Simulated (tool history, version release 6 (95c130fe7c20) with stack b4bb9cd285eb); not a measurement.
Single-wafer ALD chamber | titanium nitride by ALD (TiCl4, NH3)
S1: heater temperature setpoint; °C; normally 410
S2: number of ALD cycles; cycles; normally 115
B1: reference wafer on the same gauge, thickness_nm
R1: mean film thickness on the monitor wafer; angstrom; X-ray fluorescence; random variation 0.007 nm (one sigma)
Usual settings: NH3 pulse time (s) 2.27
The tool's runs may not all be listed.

Run 1, day 0: usual settings; B1 2.81. Result: R1 27.82 angstrom.
Run 2, day 0.504: usual settings; B1 2.811. Result: R1 27.9 angstrom.
Run 3, day 1.208: usual settings; B1 2.81. Result: R1 27.85 angstrom.
Run 4, day 1.675: usual settings; B1 2.812. Result: R1 27.9 angstrom.
Run 5, day 1.971: usual settings but S1 417 °C, NH3 pulse time (s) 2.7; B1 2.811. Result: R1 28.11 angstrom.
Run 6, day 2.667: usual settings; B1 2.812. Result: R1 27.87 angstrom.
Run 7, day 3.208: usual settings; B1 2.808. Result: R1 27.99 angstrom.
Run 8, day 3.825: usual settings; B1 2.811. Result: R1 27.87 angstrom.
At day 4.588: thermocouple changed; heater temperature recalibrated.
Run 9, day 4.608: usual settings; B1 2.808. Result: R1 28.02 angstrom.
At day 5.233: showerhead replaced.
Run 10, day 5.704: usual settings but S2 100 cycles; B1 2.806. Result: R1 24.25 angstrom.
Run 11, day 5.967: usual settings but S1 418 °C, S2 133 cycles; B1 2.808. Result: R1 32.35 angstrom.
At day 6.4: gauge calibrated.
Run 12, day 6.504: usual settings but S2 134 cycles, NH3 pulse time (s) 2.72; B1 2.811. Result: R1 32.76 angstrom.
Run 13, day 7.121: usual settings; B1 2.809. Result: R1 27.91 angstrom.
Run 14, day 7.762: usual settings but S2 121 cycles, NH3 pulse time (s) 1.81; B1 2.811. Result: R1 29.2 angstrom.
Run 15, day 8.362: usual settings but S1 406 °C; B1 2.81. Result: R1 27.83 angstrom.

Alternative continuations, all from the tool just after run 15; predict every row:
Run A, day 8.392: usual settings; B1 ?. Result: R1 ?.
Run B, day 8.392: usual settings but S1 398 °C, S2 127 cycles, NH3 pulse time (s) 2.5; B1 ?. Result: R1 ?.
Run C, day 8.392: usual settings but S1 399 °C; B1 ?. Result: R1 ?.
Run D, day 8.392: usual settings but NH3 pulse time (s) 1.54; B1 ?. Result: R1 ?.
Run E, day 8.392: usual settings but S1 414 °C, S2 122 cycles, NH3 pulse time (s) 1.55; B1 ?. Result: R1 ?.

run     B1     R1
  A  2.811  27.91
  B  2.811  30.85
  C  2.811  27.83
  D  2.811  27.44
  E  2.811  29.18
Stripped of hidden state, with their random variation kept, the same runs would have yielded:
run     R1
  A  27.91
  B  30.85
  C  27.83
  D  27.44
  E  29.18
